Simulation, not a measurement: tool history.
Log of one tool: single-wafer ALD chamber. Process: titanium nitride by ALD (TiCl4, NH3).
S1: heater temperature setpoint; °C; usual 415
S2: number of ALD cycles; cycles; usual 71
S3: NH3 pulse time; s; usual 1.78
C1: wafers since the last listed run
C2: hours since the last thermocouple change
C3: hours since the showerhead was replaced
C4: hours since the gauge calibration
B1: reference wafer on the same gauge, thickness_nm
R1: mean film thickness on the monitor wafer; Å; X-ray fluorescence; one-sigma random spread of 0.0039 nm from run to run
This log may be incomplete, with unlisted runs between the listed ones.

Run 1, day 0: usual settings; C1 0; C2 1203.4; C3 6802.7; C4 65.7; B1 1.451. Result: R1 15.57 Å.
Run 2, day 2.433: usual settings; C1 139; C2 1261.8; C3 6861.1; C4 124.1; B1 1.454. Result: R1 15.64 Å.
Run 3, day 4.179: usual settings; C1 99; C2 1303.7; C3 6903; C4 166; B1 1.456. Result: R1 15.6 Å.
Run 4, day 6.767: usual settings but S1 407 °C, S2 61 cycles; C1 148; C2 1365.8; C3 6965.1; C4 228.1; B1 1.457. Result: R1 13.34 Å.
Run 5, day 9.554: usual settings; C1 159; C2 1432.7; C3 7032; C4 295; B1 1.46. Result: R1 15.66 Å.
Run 6, day 10.696: usual settings; C1 65; C2 1460.1; C3 7059.4; C4 322.4; B1 1.459. Result: R1 15.59 Å.
Run 7, day 12.367: usual settings; C1 95; C2 1500.2; C3 7099.5; C4 362.5; B1 1.463. Result: R1 15.69 Å.
Run 8, day 13.738: usual settings; C1 78; C2 1533.1; C3 7132.4; C4 395.4; B1 1.463. Result: R1 15.74 Å.
Run 9, day 16.588: usual settings; C1 163; C2 1601.5; C3 7200.8; C4 463.8; B1 1.464. Result: R1 15.65 Å.
Run 10, day 18.8: usual settings; C1 126; C2 1654.6; C3 7253.9; C4 516.9; B1 1.465. Result: R1 15.78 Å.
Run 11, day 19.9: usual settings; C1 62; C2 1681; C3 7280.3; C4 543.3; B1 1.467. Result: R1 15.65 Å.
Run 12, day 21.65: usual settings; C1 100; C2 1723; C3 7322.3; C4 585.3; B1 1.466. Result: R1 15.83 Å.
Run 13, day 24.333: usual settings; C1 153; C2 1787.4; C3 7386.7; C4 649.7; B1 1.468. Result: R1 15.77 Å.
Run 14, day 25.638: usual settings; C1 74; C2 1818.7; C3 7418; C4 681; B1 1.468. Result: R1 15.73 Å.
Run 15, day 26.862: usual settings; C1 70; C2 1848.1; C3 7447.4; C4 710.4; B1 1.469. Result: R1 15.74 Å.
Run 16, day 28.683: usual settings but S1 426 °C; C1 104; C2 1891.8; C3 7491.1; C4 754.1; B1 1.47. Result: R1 15.92 Å.
Run 17, day 31.571: usual settings but S1 426 °C; C1 165; C2 1961.1; C3 7560.4; C4 823.4; B1 1.47. Result: R1 15.83 Å.
Run 18, day 33.679: usual settings but S1 426 °C; C1 120; C2 2011.7; C3 7611; C4 874; B1 1.47. Result: R1 15.85 Å.
Run 19, day 36.167: usual settings; C1 142; C2 2071.4; C3 7670.7; C4 933.7; B1 1.47. Result: R1 15.77 Å.
Run 20, day 38.446: usual settings but S1 409 °C, S2 80 cycles; C1 130; C2 2126.1; C3 7725.4; C4 988.4; B1 1.471. Result: R1 17.74 Å.
At day 40.238: showerhead replaced.
Run 21, day 40.771: usual settings; C1 114; C2 2181.9; C3 12.8; C4 1044.2; B1 1.471. Result: R1 15.75 Å.
Run 22, day 42.988: usual settings but S1 423 °C; C1 126; C2 2235.1; C3 66; C4 1097.4; B1 1.472. Result: R1 15.87 Å.
Run 23, day 45.688: usual settings but S1 428 °C, S2 85 cycles, S3 1.07 s; C1 154; C2 2299.9; C3 130.8; C4 1162.2; B1 1.472. Result: R1 18.84 Å.
Run 24, day 47.071: usual settings but S2 67 cycles; C1 79; C2 2333.1; C3 164; C4 1195.4; B1 1.472. Result: R1 14.89 Å.
At day 49.55: thermocouple changed; heater temperature recalibrated.
Run 25, day 50.017: usual settings but S1 426 °C; C1 149; C2 11.2; C3 234.7; C4 1266.1; B1 1.473. Result: R1 15.85 Å.
Run 26, day 51.238: usual settings but S1 426 °C, S2 78 cycles, S3 2.39 s; C1 69; C2 40.5; C3 264; C4 1295.4; B1 1.472. Result: R1 17.52 Å.
Run 27, day 52.662: usual settings but S2 58 cycles, S3 1.25 s; C1 81; C2 74.7; C3 298.2; C4 1329.6; B1 1.473. Result: R1 12.79 Å.
Run 28, day 54.908: usual settings; C1 128; C2 128.6; C3 352.1; C4 1383.5; B1 1.474. Result: R1 15.78 Å.
Run 29, day 56.704: usual settings but S1 419 °C, S2 58 cycles, S3 1.53 s; C1 102; C2 171.7; C3 395.2; C4 1426.6; B1 1.473. Result: R1 12.93 Å.
At day 58.083: gauge calibrated.
Run 30, day 59.038: usual settings but S3 1.46 s; C1 133; C2 227.7; C3 451.2; C4 22.9; B1 1.455. Result: R1 15.5 Å.
Run 31, day 60.892: usual settings; C1 106; C2 272.2; C3 495.7; C4 67.4; B1 1.456. Result: R1 15.61 Å.
Run 32, day 62.917: usual settings but S2 58 cycles, S3 1.25 s; C1 115; C2 320.8; C3 544.3; C4 116; B1 1.459. Result: R1 12.65 Å.
Run 33, day 64.696: usual settings but S3 2.19 s; C1 101; C2 363.5; C3 587; C4 158.7; B1 1.46. Result: R1 15.81 Å.
Run 34, day 67.454: usual settings but S3 1.25 s; C1 157; C2 429.7; C3 653.2; C4 224.9; B1 1.463. Result: R1 15.59 Å.
Run 35, day 68.542: usual settings but S1 427 °C, S2 82 cycles, S3 1.28 s; C1 62; C2 455.8; C3 679.3; C4 251; B1 1.464. Result: R1 18.17 Å.
Run 36, day 70.204: usual settings but S1 405 °C, S2 62 cycles, S3 2.19 s; C1 95; C2 495.7; C3 719.2; C4 290.9; B1 1.467. Result: R1 13.8 Å.
Run 37, day 72.312: usual settings but S1 402 °C, S2 59 cycles, S3 1.3 s; C1 120; C2 546.3; C3 769.8; C4 341.5; B1 1.467. Result: R1 12.94 Å.
Run 38, day 74.308: usual settings but S3 1.96 s; C1 114; C2 594.2; C3 817.7; C4 389.4; B1 1.468. Result: R1 15.78 Å.

For each run, what was the tool's unlogged condition?
wafer temperature above the value expected at the setpoint (K): 0 on each run
H1: gauge reads high (%)
run      H1
  1  0.0659
  2   0.256
  3   0.379
  4   0.541
  5   0.693
  6    0.75
  7   0.826
  8   0.884
  9   0.993
 10    1.07
 11     1.1
 12    1.15
 13    1.22
 14    1.25
 15    1.27
 16    1.31
 17    1.36
 18    1.39
 19    1.43
 20    1.46
 21    1.48
 22     1.5
 23    1.52
 24    1.54
 25    1.56
 26    1.56
 27    1.57
 28    1.58
 29    1.59
 30   0.321
 31   0.482
 32   0.641
 33   0.768
 34   0.943
 35    1.01
 36    1.09
 37     1.2
 38    1.28

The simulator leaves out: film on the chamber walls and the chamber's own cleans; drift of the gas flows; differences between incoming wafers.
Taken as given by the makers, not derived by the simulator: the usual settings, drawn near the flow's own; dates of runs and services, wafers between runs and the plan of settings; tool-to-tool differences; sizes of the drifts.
